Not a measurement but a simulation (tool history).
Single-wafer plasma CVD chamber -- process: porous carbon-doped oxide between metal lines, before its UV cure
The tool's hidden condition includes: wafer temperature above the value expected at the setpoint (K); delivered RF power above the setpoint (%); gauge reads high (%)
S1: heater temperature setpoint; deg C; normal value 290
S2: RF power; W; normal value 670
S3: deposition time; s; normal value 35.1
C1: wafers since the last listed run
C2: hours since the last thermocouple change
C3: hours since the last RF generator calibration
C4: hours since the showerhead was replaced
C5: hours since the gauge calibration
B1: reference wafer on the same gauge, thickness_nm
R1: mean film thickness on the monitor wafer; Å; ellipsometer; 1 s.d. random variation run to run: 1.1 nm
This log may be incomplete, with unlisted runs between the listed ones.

run   hour   S1   S2    S3    C1      C2      C3      C4     C5       B1       R1
  1    0.0  290  670  35.1     0  1896.0   556.1  5462.9  328.0  285.806  2593.94
  2   61.8  297  695  35.1  1229  1957.8   617.9  5524.7  389.8  286.137  2515.94
     142.2  -- gauge calibrated
  3  147.8  297  695  35.1  1711  2043.8   703.9  5610.7    5.6  286.080  2508.60
  4  238.1  297  695  35.1  1797  2134.1   794.2  5701.0   95.9  286.039  2499.28
  5  344.1  286  670  35.1  2109  2240.1   900.2  5807.0  201.9  285.955  2628.51
  6  448.2  290  670  35.1  2071  2344.2  1004.3  5911.1  306.0  285.682  2547.84
     496.5  -- thermocouple changed; heater temperature recalibrated
  7  554.4  290  670  35.1  1954    57.9  1110.5  6017.3  412.2  285.869  2553.73
  8  591.6  299  590  32.4   740    95.1  1147.7  6054.5  449.4  285.788  2145.14
  9  636.8  301  670  29.0   899   140.3  1192.9  6099.7  494.6  286.004  1992.97
     684.9  -- gauge calibrated
     729.6  -- RF generator calibrated
 10  735.2  290  670  35.1  1799   238.7     5.6  6198.1   50.3  285.939  2597.45
     759.7  -- showerhead replaced
 11  831.6  297  570  35.1  1759   335.1   102.0    71.9  146.7  286.352  2403.08
 12  867.8  290  775  31.5   720   371.3   138.2   108.1  182.9  286.072  2461.41
 13  928.0  294  705  32.9  1198   431.5   198.4   168.3  243.1  285.998  2444.85
 14  970.3  290  670  30.3   841   473.8   240.7   210.6  285.4  286.146  2238.30

Hidden condition of the tool, last listed run before each entry between runs versus first listed run after:
In the gap between runs 2 and 3: gauge calibrated (hour 142.2)
  delivered RF power above the setpoint (%): -2.4 -> -3.06
  measured value less the no-hidden-state value, R1: -19.61 -> -25.03 Å
In the gap between runs 6 and 7: thermocouple changed; heater temperature recalibrated (hour 496.5)
  delivered RF power above the setpoint (%): -6.05 -> -7.36
  measured value less the no-hidden-state value, R1: -50.90 -> -62.58 Å
In the gap between runs 9 and 10: gauge calibrated (hour 684.9); RF generator calibrated (hour 729.6)
  delivered RF power above the setpoint (%): -8.47 -> -0.29
  measured value less the no-hidden-state value, R1: -56.54 -> -2.43 Å
In the gap between runs 10 and 11: showerhead replaced (hour 759.7)
  delivered RF power above the setpoint (%): -0.29 -> -0.35
  measured value less the no-hidden-state value, R1: -2.43 -> -2.76 Å
